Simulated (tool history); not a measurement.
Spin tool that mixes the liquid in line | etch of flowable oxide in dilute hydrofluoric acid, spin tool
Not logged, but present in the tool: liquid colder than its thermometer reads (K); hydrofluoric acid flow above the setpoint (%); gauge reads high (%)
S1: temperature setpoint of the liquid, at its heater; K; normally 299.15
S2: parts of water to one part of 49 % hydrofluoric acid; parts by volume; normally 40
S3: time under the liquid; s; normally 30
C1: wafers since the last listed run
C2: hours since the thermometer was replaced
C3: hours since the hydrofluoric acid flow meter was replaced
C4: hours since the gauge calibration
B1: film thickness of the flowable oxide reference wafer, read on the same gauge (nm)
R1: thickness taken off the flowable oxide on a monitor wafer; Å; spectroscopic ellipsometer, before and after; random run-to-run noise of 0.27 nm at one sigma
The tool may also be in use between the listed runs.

{"run": 1, "hour": 0.0, "S1": 299.15, "S2": 40, "S3": 30, "C1": 0, "C2": 543.5, "C3": 907.5, "C4": 94.5, "B1": 89.97, "R1": 520}
{"run": 2, "hour": 64.5, "S1": 299.15, "S2": 40, "S3": 30, "C1": 767, "C2": 608, "C3": 972, "C4": 159, "B1": 90, "R1": 524}
{"run": 3, "hour": 243.0, "S1": 299.15, "S2": 40, "S3": 30, "C1": 2123, "C2": 786.5, "C3": 1150.5, "C4": 337.5, "B1": 89.99, "R1": 516}
{"run": 4, "hour": 282.0, "S1": 299.15, "S2": 40, "S3": 35, "C1": 463, "C2": 825.5, "C3": 1189.5, "C4": 376.5, "B1": 89.99, "R1": 610.1}
{"run": 5, "hour": 339.9, "S1": 299.15, "S2": 40, "S3": 35, "C1": 688, "C2": 883.4, "C3": 1247.4, "C4": 434.4, "B1": 89.98, "R1": 615.8}
{"run": 6, "hour": 478.3, "S1": 299.15, "S2": 40, "S3": 35, "C1": 1646, "C2": 1021.8, "C3": 1385.8, "C4": 572.8, "B1": 89.99, "R1": 612.8}
{"run": 7, "hour": 528.8, "S1": 299.15, "S2": 50, "S3": 30, "C1": 600, "C2": 1072.3, "C3": 1436.3, "C4": 623.3, "B1": 90, "R1": 415}
{"run": 8, "hour": 589.2, "S1": 299.15, "S2": 50, "S3": 30, "C1": 718, "C2": 1132.7, "C3": 1496.7, "C4": 683.7, "B1": 90, "R1": 419.9}
{"run": 9, "hour": 644.1, "S1": 299.15, "S2": 40, "S3": 30, "C1": 653, "C2": 1187.6, "C3": 1551.6, "C4": 738.6, "B1": 90.05, "R1": 531.2}
{"run": 10, "hour": 690.3, "S1": 299.15, "S2": 40, "S3": 30, "C1": 549, "C2": 1233.8, "C3": 1597.8, "C4": 784.8, "B1": 90.01, "R1": 530.8}
{"hour": 760.6, "done": "hydrofluoric acid flow meter replaced"}
{"run": 11, "hour": 762.3, "S1": 299.15, "S2": 45, "S3": 40, "C1": 844, "C2": 1305.8, "C3": 1.7, "C4": 856.8, "B1": 90, "R1": 586.1}
{"hour": 779.8, "done": "thermometer replaced"}
{"run": 12, "hour": 825.8, "S1": 299.15, "S2": 40, "S3": 25, "C1": 743, "C2": 46, "C3": 65.2, "C4": 920.3, "B1": 90, "R1": 428.4}
{"hour": 826.3, "done": "gauge calibrated"}
{"run": 13, "hour": 877.8, "S1": 299.15, "S2": 40, "S3": 30, "C1": 618, "C2": 98, "C3": 117.2, "C4": 51.5, "B1": 90.03, "R1": 511.4}
{"run": 14, "hour": 932.0, "S1": 303.15, "S2": 20, "S3": 40, "C1": 644, "C2": 152.2, "C3": 171.4, "C4": 105.7, "B1": 89.98, "R1": 1654.9}
{"run": 15, "hour": 985.6, "S1": 296.15, "S2": 40, "S3": 30, "C1": 637, "C2": 205.8, "C3": 225, "C4": 159.3, "B1": 90.02, "R1": 452.3}
{"run": 16, "hour": 1045.8, "S1": 299.15, "S2": 60, "S3": 30, "C1": 716, "C2": 266, "C3": 285.2, "C4": 219.5, "B1": 90.01, "R1": 334.1}
{"run": 17, "hour": 1114.8, "S1": 299.15, "S2": 40, "S3": 30, "C1": 820, "C2": 335, "C3": 354.2, "C4": 288.5, "B1": 89.99, "R1": 511.2}
{"run": 18, "hour": 1181.3, "S1": 296.65, "S2": 25, "S3": 30, "C1": 791, "C2": 401.5, "C3": 420.7, "C4": 355, "B1": 89.97, "R1": 762.2}
{"run": 19, "hour": 1243.5, "S1": 297.15, "S2": 40, "S3": 30, "C1": 739, "C2": 463.7, "C3": 482.9, "C4": 417.2, "B1": 89.98, "R1": 469.6}
{"run": 20, "hour": 1304.0, "S1": 304.15, "S2": 40, "S3": 30, "C1": 719, "C2": 524.2, "C3": 543.4, "C4": 477.7, "B1": 90.03, "R1": 631.8}
{"run": 21, "hour": 1350.1, "S1": 299.15, "S2": 40, "S3": 30, "C1": 548, "C2": 570.3, "C3": 589.5, "C4": 523.8, "B1": 89.99, "R1": 511.8}
{"run": 22, "hour": 1391.4, "S1": 299.15, "S2": 40, "S3": 50, "C1": 491, "C2": 611.6, "C3": 630.8, "C4": 565.1, "B1": 89.98, "R1": 857}
{"run": 23, "hour": 1422.3, "S1": 303.15, "S2": 55, "S3": 40, "C1": 367, "C2": 642.5, "C3": 661.7, "C4": 596, "B1": 89.99, "R1": 578.8}
{"run": 24, "hour": 1457.8, "S1": 299.15, "S2": 30, "S3": 20, "C1": 422, "C2": 678, "C3": 697.2, "C4": 631.5, "B1": 89.99, "R1": 469}
{"run": 25, "hour": 1512.4, "S1": 299.15, "S2": 60, "S3": 40, "C1": 649, "C2": 732.6, "C3": 751.8, "C4": 686.1, "B1": 90, "R1": 449.3}
{"run": 26, "hour": 1576.9, "S1": 297.15, "S2": 55, "S3": 30, "C1": 767, "C2": 797.1, "C3": 816.3, "C4": 750.6, "B1": 89.97, "R1": 341.6}
{"run": 27, "hour": 1607.3, "S1": 299.15, "S2": 35, "S3": 30, "C1": 361, "C2": 827.5, "C3": 846.7, "C4": 781, "B1": 90.01, "R1": 597.9}

For some of the steps in R1 from one run to the next: how much would appear even if the tool had no hidden state, given the settings, what came in and random variation, and how much remains for the hidden state plus any gauge scatter that the measured result and the result without hidden state don't share?
Run 10 -> 11: S2 40 -> 45, S3 30 -> 40, hydrofluoric acid flow meter replaced. R1 +55.3 Å: hidden state -29.2, all else +84.5.
Run 11 -> 12: S2 45 -> 40, S3 40 -> 25, thermometer replaced. R1 -157.7 Å: hidden state +12.9, all else -170.6.
Run 13 -> 14: S1 299.15 -> 303.15, S2 40 -> 20, S3 30 -> 40. R1 +1143.5 Å: hidden state +7.8, all else +1135.7.
Run 14 -> 15: S1 303.15 -> 296.15, S2 20 -> 40, S3 40 -> 30. R1 -1202.6 Å: hidden state -7.2, all else -1195.4.
